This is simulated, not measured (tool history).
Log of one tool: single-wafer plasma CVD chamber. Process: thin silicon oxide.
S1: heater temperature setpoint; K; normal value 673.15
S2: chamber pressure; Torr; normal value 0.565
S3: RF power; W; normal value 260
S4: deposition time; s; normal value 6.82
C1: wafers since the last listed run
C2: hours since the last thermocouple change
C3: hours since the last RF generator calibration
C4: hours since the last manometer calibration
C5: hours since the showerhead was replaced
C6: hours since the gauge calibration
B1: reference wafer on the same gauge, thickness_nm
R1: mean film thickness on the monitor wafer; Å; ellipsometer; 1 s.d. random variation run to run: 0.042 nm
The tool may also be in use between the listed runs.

run,hour,S1,S2,S3,S4,C1,C2,C3,C4,C5,C6,B1,R1
1,0,673.15,0.565,280,6.49,0,2664.6,1146.1,1533.7,17.5,1538.6,6.818,77.16
2,53.9,673.15,0.565,260,6.82,2023,2718.5,1200,1587.6,71.4,1592.5,6.804,77.46
3,120.8,673.15,0.565,260,6.82,2511,2785.4,1266.9,1654.5,138.3,1659.4,6.824,77.8
# hour 243.6: thermocouple changed; heater temperature recalibrated
4,257.6,673.15,0.565,260,6.82,4834,14,1403.7,1791.3,275.1,1796.2,6.817,76.83
# hour 297.1: capacitance manometer re-zeroed and calibrated
5,318.3,673.15,0.565,260,6.82,1978,74.7,1464.4,21.2,335.8,1856.9,6.822,76.85
# hour 332.7: gauge calibrated
6,350.1,673.15,0.565,260,6.82,1193,106.5,1496.2,53,367.6,17.4,6.827,77.03
7,401.6,673.15,0.565,260,6.82,1932,158,1547.7,104.5,419.1,68.9,6.803,77.38
8,472.9,680.15,0.565,290,6.82,2676,229.3,1619,175.8,490.4,140.2,6.84,82.27
9,523.4,673.15,0.565,295,6.82,1895,279.8,1669.5,226.3,540.9,190.7,6.814,83.47
10,575.3,666.15,0.565,295,7.34,1947,331.7,1721.4,278.2,592.8,242.6,6.824,90.13
11,622.8,673.15,0.498,260,6.82,1782,379.2,1768.9,325.7,640.3,290.1,6.822,67.09
12,673.8,673.15,0.477,260,6.82,1914,430.2,1819.9,376.7,691.3,341.1,6.824,64.52
13,707.7,673.15,0.565,260,6.82,1272,464.1,1853.8,410.6,725.2,375,6.812,76.6
14,755,673.15,0.565,260,6.82,1775,511.4,1901.1,457.9,772.5,422.3,6.816,76.11
15,786,673.15,0.507,260,7.89,1163,542.4,1932.1,488.9,803.5,453.3,6.825,79.18
16,814.1,688.15,0.565,260,6.82,1054,570.5,1960.2,517,831.6,481.4,6.814,75.71
17,901.7,673.15,0.565,260,6.82,3287,658.1,2047.8,604.6,919.2,569,6.83,76.06
# hour 929.5: RF generator calibrated
18,951.7,673.15,0.565,260,6.82,1576,708.1,22.2,654.6,969.2,619,6.815,78.07
19,1034.7,678.15,0.565,260,5.8,3115,791.1,105.2,737.6,1052.2,702,6.821,66.53
20,1059.6,673.15,0.565,290,6.82,934,816,130.1,762.5,1077.1,726.9,6.827,83.61
21,1086.4,673.15,0.52,260,6.82,1005,842.8,156.9,789.3,1103.9,753.7,6.807,72.16
22,1263.1,687.15,0.565,260,7.58,6632,1019.5,333.6,966,1280.6,930.4,6.836,86.31

Predict the results of run 23:
23,1326.4,673.15,0.565,260,6.82,2375,1082.8,396.9,1029.3,1343.9,993.7,?,?

{"run 23": {"B1": 6.815, "R1": 78.19}}
With the hidden condition absent and the run-to-run variation left alone, this run would have shown R1 78.53 Å.
